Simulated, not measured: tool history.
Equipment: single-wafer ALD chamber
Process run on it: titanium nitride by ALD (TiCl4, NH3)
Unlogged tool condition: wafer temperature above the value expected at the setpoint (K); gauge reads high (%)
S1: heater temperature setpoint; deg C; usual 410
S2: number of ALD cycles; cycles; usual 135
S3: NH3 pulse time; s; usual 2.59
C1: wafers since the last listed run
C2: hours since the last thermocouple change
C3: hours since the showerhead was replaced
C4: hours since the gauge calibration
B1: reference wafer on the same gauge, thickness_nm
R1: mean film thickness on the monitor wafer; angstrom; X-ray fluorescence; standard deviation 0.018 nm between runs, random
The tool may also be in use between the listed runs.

{"run": 1, "day": 0.0, "S1": 415, "S2": 135, "S3": 3.41, "C1": 0, "C2": 1069.4, "C3": 3544.9, "C4": 351.5, "B1": 3.177, "R1": 30.49}
{"run": 2, "day": 3.492, "S1": 415, "S2": 135, "S3": 3.41, "C1": 101, "C2": 1153.2, "C3": 3628.7, "C4": 435.3, "B1": 3.171, "R1": 30.47}
{"run": 3, "day": 7.875, "S1": 404, "S2": 126, "S3": 2.59, "C1": 127, "C2": 1258.4, "C3": 3733.9, "C4": 540.5, "B1": 3.174, "R1": 28.22}
{"run": 4, "day": 11.642, "S1": 404, "S2": 126, "S3": 2.59, "C1": 109, "C2": 1348.8, "C3": 3824.3, "C4": 630.9, "B1": 3.17, "R1": 28.1}
{"run": 5, "day": 15.296, "S1": 404, "S2": 126, "S3": 2.59, "C1": 106, "C2": 1436.5, "C3": 3912.0, "C4": 718.6, "B1": 3.151, "R1": 27.84}
{"run": 6, "day": 17.617, "S1": 410, "S2": 135, "S3": 2.59, "C1": 67, "C2": 1492.2, "C3": 3967.7, "C4": 774.3, "B1": 3.16, "R1": 30.28}
{"run": 7, "day": 20.579, "S1": 410, "S2": 135, "S3": 2.1, "C1": 86, "C2": 1563.3, "C3": 4038.8, "C4": 845.4, "B1": 3.164, "R1": 30.04}
{"run": 8, "day": 24.425, "S1": 410, "S2": 135, "S3": 2.1, "C1": 112, "C2": 1655.6, "C3": 4131.1, "C4": 937.7, "B1": 3.154, "R1": 30.17}
{"run": 9, "day": 28.9, "S1": 419, "S2": 135, "S3": 2.59, "C1": 130, "C2": 1763.0, "C3": 4238.5, "C4": 1045.1, "B1": 3.14, "R1": 30.2}
{"run": 10, "day": 32.242, "S1": 419, "S2": 135, "S3": 2.59, "C1": 97, "C2": 1843.2, "C3": 4318.7, "C4": 1125.3, "B1": 3.144, "R1": 29.81}
{"run": 11, "day": 36.45, "S1": 419, "S2": 135, "S3": 2.59, "C1": 122, "C2": 1944.2, "C3": 4419.7, "C4": 1226.3, "B1": 3.137, "R1": 29.96}
{"run": 12, "day": 38.296, "S1": 410, "S2": 135, "S3": 2.59, "C1": 53, "C2": 1988.5, "C3": 4464.0, "C4": 1270.6, "B1": 3.136, "R1": 30.04}
{"day": 41.842, "done": "thermocouple changed; heater temperature recalibrated"}
{"run": 13, "day": 42.479, "S1": 410, "S2": 135, "S3": 2.59, "C1": 112, "C2": 15.3, "C3": 4564.4, "C4": 1371.0, "B1": 3.124, "R1": 30.0}
{"run": 14, "day": 55.9, "S1": 410, "S2": 135, "S3": 2.59, "C1": 391, "C2": 337.4, "C3": 4886.5, "C4": 1693.1, "B1": 3.098, "R1": 29.57}
{"run": 15, "day": 58.567, "S1": 410, "S2": 135, "S3": 2.59, "C1": 77, "C2": 401.4, "C3": 4950.5, "C4": 1757.1, "B1": 3.096, "R1": 29.64}
{"run": 16, "day": 61.471, "S1": 410, "S2": 135, "S3": 2.59, "C1": 84, "C2": 471.1, "C3": 5020.2, "C4": 1826.8, "B1": 3.092, "R1": 29.54}
{"run": 17, "day": 64.108, "S1": 401, "S2": 117, "S3": 2.04, "C1": 76, "C2": 534.4, "C3": 5083.5, "C4": 1890.1, "B1": 3.089, "R1": 25.24}
{"run": 18, "day": 66.862, "S1": 410, "S2": 135, "S3": 2.12, "C1": 80, "C2": 600.5, "C3": 5149.6, "C4": 1956.2, "B1": 3.079, "R1": 29.35}
{"run": 19, "day": 69.633, "S1": 416, "S2": 135, "S3": 2.59, "C1": 80, "C2": 667.0, "C3": 5216.1, "C4": 2022.7, "B1": 3.074, "R1": 29.23}
{"run": 20, "day": 73.012, "S1": 410, "S2": 135, "S3": 2.59, "C1": 98, "C2": 748.1, "C3": 5297.2, "C4": 2103.8, "B1": 3.067, "R1": 29.09}
{"run": 21, "day": 75.967, "S1": 400, "S2": 116, "S3": 2.59, "C1": 86, "C2": 819.0, "C3": 5368.1, "C4": 2174.7, "B1": 3.053, "R1": 25.0}
{"run": 22, "day": 79.142, "S1": 399, "S2": 116, "S3": 2.59, "C1": 92, "C2": 895.2, "C3": 5444.3, "C4": 2250.9, "B1": 3.044, "R1": 24.85}
{"run": 23, "day": 81.671, "S1": 401, "S2": 156, "S3": 2.89, "C1": 73, "C2": 955.9, "C3": 5505.0, "C4": 2311.6, "B1": 3.03, "R1": 33.43}
{"run": 24, "day": 85.621, "S1": 410, "S2": 135, "S3": 2.59, "C1": 115, "C2": 1050.7, "C3": 5599.8, "C4": 2406.4, "B1": 3.023, "R1": 28.56}
{"day": 87.942, "done": "gauge calibrated"}
{"day": 88.388, "done": "showerhead replaced"}
{"run": 25, "day": 88.512, "S1": 419, "S2": 118, "S3": 2.59, "C1": 74, "C2": 1120.1, "C3": 3.0, "C4": 13.7, "B1": 3.211, "R1": 27.1}
{"run": 26, "day": 92.996, "S1": 410, "S2": 135, "S3": 2.59, "C1": 130, "C2": 1227.7, "C3": 110.6, "C4": 121.3, "B1": 3.219, "R1": 30.84}
{"run": 27, "day": 95.308, "S1": 401, "S2": 160, "S3": 2.24, "C1": 67, "C2": 1283.2, "C3": 166.1, "C4": 176.8, "B1": 3.212, "R1": 35.95}
{"run": 28, "day": 99.333, "S1": 398, "S2": 144, "S3": 2.59, "C1": 117, "C2": 1379.8, "C3": 262.7, "C4": 273.4, "B1": 3.217, "R1": 32.66}
{"run": 29, "day": 102.979, "S1": 422, "S2": 128, "S3": 2.18, "C1": 106, "C2": 1467.3, "C3": 350.2, "C4": 360.9, "B1": 3.209, "R1": 29.15}
{"run": 30, "day": 107.062, "S1": 410, "S2": 135, "S3": 3.05, "C1": 119, "C2": 1565.3, "C3": 448.2, "C4": 458.9, "B1": 3.209, "R1": 30.88}
{"run": 31, "day": 108.812, "S1": 399, "S2": 135, "S3": 2.59, "C1": 51, "C2": 1607.3, "C3": 490.2, "C4": 500.9, "B1": 3.205, "R1": 30.34}
{"run": 32, "day": 111.562, "S1": 422, "S2": 135, "S3": 1.81, "C1": 80, "C2": 1673.3, "C3": 556.2, "C4": 566.9, "B1": 3.192, "R1": 30.81}
{"run": 33, "day": 114.979, "S1": 410, "S2": 135, "S3": 2.59, "C1": 99, "C2": 1755.3, "C3": 638.2, "C4": 648.9, "B1": 3.21, "R1": 30.61}

For each run, what was the tool's unlogged condition?
wafer temperature above the value expected at the setpoint (K): 0 across all the runs
H1: gauge reads high (%)
run=1 H1=-0.827
run=2 H1=-0.881
run=3 H1=-0.965
run=4 H1=-1.05
run=5 H1=-1.15
run=6 H1=-1.22
run=7 H1=-1.31
run=8 H1=-1.44
run=9 H1=-1.62
run=10 H1=-1.76
run=11 H1=-1.95
run=12 H1=-2.04
run=13 H1=-2.26
run=14 H1=-3.07
run=15 H1=-3.25
run=16 H1=-3.45
run=17 H1=-3.64
run=18 H1=-3.85
run=19 H1=-4.07
run=20 H1=-4.34
run=21 H1=-4.59
run=22 H1=-4.86
run=23 H1=-5.09
run=24 H1=-5.45
run=25 H1=0.359
run=26 H1=0.347
run=27 H1=0.333
run=28 H1=0.298
run=29 H1=0.253
run=30 H1=0.187
run=31 H1=0.154
run=32 H1=0.0966
run=33 H1=0.0152

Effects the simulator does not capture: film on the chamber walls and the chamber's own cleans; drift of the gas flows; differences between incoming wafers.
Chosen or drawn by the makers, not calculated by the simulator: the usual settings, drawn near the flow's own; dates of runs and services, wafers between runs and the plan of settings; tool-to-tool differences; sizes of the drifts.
